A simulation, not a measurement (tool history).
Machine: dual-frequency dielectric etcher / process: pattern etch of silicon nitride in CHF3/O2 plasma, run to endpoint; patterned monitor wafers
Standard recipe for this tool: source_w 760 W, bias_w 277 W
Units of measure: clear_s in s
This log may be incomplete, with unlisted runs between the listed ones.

run   hour  source_w  bias_w  incoming incoming film thickness, nm  clear_s
  1      0       760     277                                 102.7     55.1
      24.9  -- wet clean of the chamber
  2   46.6       760     246                                 103.4     59.3
  3  102.4       760     246                                 102.3     58.7
  4  127.3       760     277                                 102.5     56.4
  5  191.2       760     330                                 102.8     53.4
  6  227.5       760     330                                   103     53.4
  7    269       760     330                                 102.9     52.9
  8  302.3       820     251                                 102.6     56.5
  9  339.5       820     251                                 102.7       56
     413.5  -- wet clean of the chamber
     427.4  -- upper electrode replaced
 10  496.9       760     277                                   103     56.7
 11  562.8       760     277                                 101.9     56.1
 12  594.7       620     227                                 102.1     62.7
 13  637.5       660     258                                 102.5     59.5
 14  671.2       670     343                                 102.4     53.7
     675.3  -- source power generator calibrated
 15  698.8       580     301                                 102.7     58.8
 16  740.8       760     277                                 103.6     55.9
     753.5  -- bias power generator calibrated
 17  773.2       760     231                                 102.8     58.4
     817.6  -- wet clean of the chamber
 18  818.1       710     336                                 102.9     54.9
 19  851.3       760     277                                 103.7     57.9
 20  901.5       600     277                                 102.9     61.3
 21  946.9       850     277                                 102.8     54.5
 22  990.7       760     277                                 102.5     56.2

Below are 4 alternative next runs, each starting from the tool's condition after run 22. Predict each:
  A  991.1       760     259                                 102.2        ?
  B  991.1       710     249                                 102.2        ?
  C  991.1       830     322                                 102.2        ?
  D  991.1       690     277                                 102.2        ?

run  clear_s
  A     57.3
  B     59.2
  C       52
  D     57.8
Without the tool's hidden state the same runs would have given:
run  clear_s
  A       58
  B       60
  C     52.7
  D     58.5
